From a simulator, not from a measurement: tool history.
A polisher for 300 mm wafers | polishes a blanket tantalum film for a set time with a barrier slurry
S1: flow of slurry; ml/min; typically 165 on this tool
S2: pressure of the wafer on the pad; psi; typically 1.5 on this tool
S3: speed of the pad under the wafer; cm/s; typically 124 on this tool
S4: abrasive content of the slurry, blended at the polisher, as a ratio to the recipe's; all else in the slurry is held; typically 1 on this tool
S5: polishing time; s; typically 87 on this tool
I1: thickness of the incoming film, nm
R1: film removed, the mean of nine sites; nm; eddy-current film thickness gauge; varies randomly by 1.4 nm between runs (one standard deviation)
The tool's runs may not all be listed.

| run | hour | S1 | S2 | S3 | S4 | S5 | I1 | R1 |
|---|---|---|---|---|---|---|---|---|
| 1 | 0 | 165 | 1.7 | 124 | 1 | 71 | 476.2 | 146.6 |
| 2 | 11.9 | 165 | 1.7 | 124 | 1 | 71 | 467.5 | 149.5 |
| 3 | 23.9 | 165 | 1.5 | 124 | 1 | 87 | 477.2 | 170.4 |
| 4 | 43.9 | 165 | 1.5 | 124 | 1 | 87 | 473.1 | 169.9 |
| 5 | 58.1 | 165 | 1.5 | 150 | 1.2 | 87 | 478.8 | 198 |
| 6 | 70.1 | 165 | 1.5 | 150 | 1.2 | 87 | 461.4 | 199.1 |
|  | 100.8 | head pressure recalibrated |
|  | 103.5 | worn pad replaced by a new one, of another model than before |
| 7 | 109.6 | 165 | 1.5 | 124 | 1 | 87 | 469.9 | 160.3 |
| 8 | 120.2 | 165 | 1.5 | 124 | 1 | 87 | 471.8 | 163 |
| 9 | 126.5 | 135 | 1.9 | 92 | 1 | 60 | 465 | 106.8 |
| 10 | 133.6 | 165 | 1.7 | 124 | 1 | 71 | 462.7 | 149.2 |
| 11 | 149.1 | 165 | 1.5 | 154 | 1 | 112 | 471.2 | 254.8 |
| 12 | 156.5 | 165 | 1.8 | 124 | 1 | 62 | 479.4 | 137.6 |
| 13 | 168.6 | 165 | 1.5 | 124 | 1 | 87 | 469.3 | 165.3 |
| 14 | 185.3 | 165 | 1.3 | 124 | 0.8 | 87 | 469.7 | 134.1 |
| 15 | 196.1 | 165 | 1.5 | 124 | 1 | 63 | 477 | 120 |
|  | 213.8 | slurry blender recalibrated |
|  | 218 | worn pad replaced by a new one |
| 16 | 218.5 | 195 | 1.5 | 146 | 1 | 87 | 468.8 | 197.5 |
| 17 | 228.5 | 165 | 1.5 | 124 | 1 | 87 | 466.3 | 162.4 |
| 18 | 243.4 | 165 | 1.2 | 124 | 0.9 | 87 | 469 | 129.5 |
| 19 | 252.9 | 215 | 1.7 | 124 | 1 | 68 | 460.3 | 150.6 |
| 20 | 262.2 | 165 | 1.2 | 90 | 1 | 77 | 479.4 | 88.2 |
| 21 | 272.5 | 140 | 1.3 | 124 | 0.75 | 87 | 468.2 | 131.7 |
| 22 | 284 | 165 | 1.5 | 124 | 1 | 87 | 470.4 | 165.7 |
| 23 | 298.6 | 165 | 1.5 | 124 | 1 | 87 | 470.1 | 168.4 |
| 24 | 306.6 | 215 | 1.5 | 90 | 0.8 | 111 | 472.8 | 157.5 |
| 25 | 321.3 | 165 | 1.5 | 104 | 1 | 87 | 472.5 | 143.9 |
| 26 | 330.7 | 165 | 1.5 | 124 | 1 | 87 | 459.9 | 167.4 |
| 27 | 346 | 165 | 1.5 | 124 | 1 | 87 | 472.5 | 170 |
|  | 350.3 | worn pad replaced by a new one |
| 28 | 361.8 | 150 | 1.2 | 166 | 0.8 | 87 | 473.9 | 168.8 |
| 29 | 368.1 | 165 | 1.8 | 124 | 0.85 | 87 | 477 | 196.2 |
| 30 | 380.5 | 165 | 1.8 | 124 | 0.85 | 87 | 467.7 | 196 |
| 31 | 389.9 | 165 | 1.2 | 124 | 1 | 87 | 466.3 | 135.8 |

Predict each of these 3 candidate next runs independently; none follows another, all start after run 31:
| A | 390.4 | 165 | 1.5 | 124 | 1.15 | 87 | 472.5 | ? |
| B | 390.4 | 165 | 1.9 | 124 | 1 | 87 | 472.5 | ? |
| C | 390.4 | 165 | 1 | 150 | 0.8 | 59 | 472.5 | ? |

| run | R1 |
|---|---|
| A | 176.6 |
| B | 216.8 |
| C | 87.6 |
Had the tool no hidden state, the same runs would have come out as:
| run | R1 |
|---|---|
| A | 164.3 |
| B | 201.8 |
| C | 81.5 |
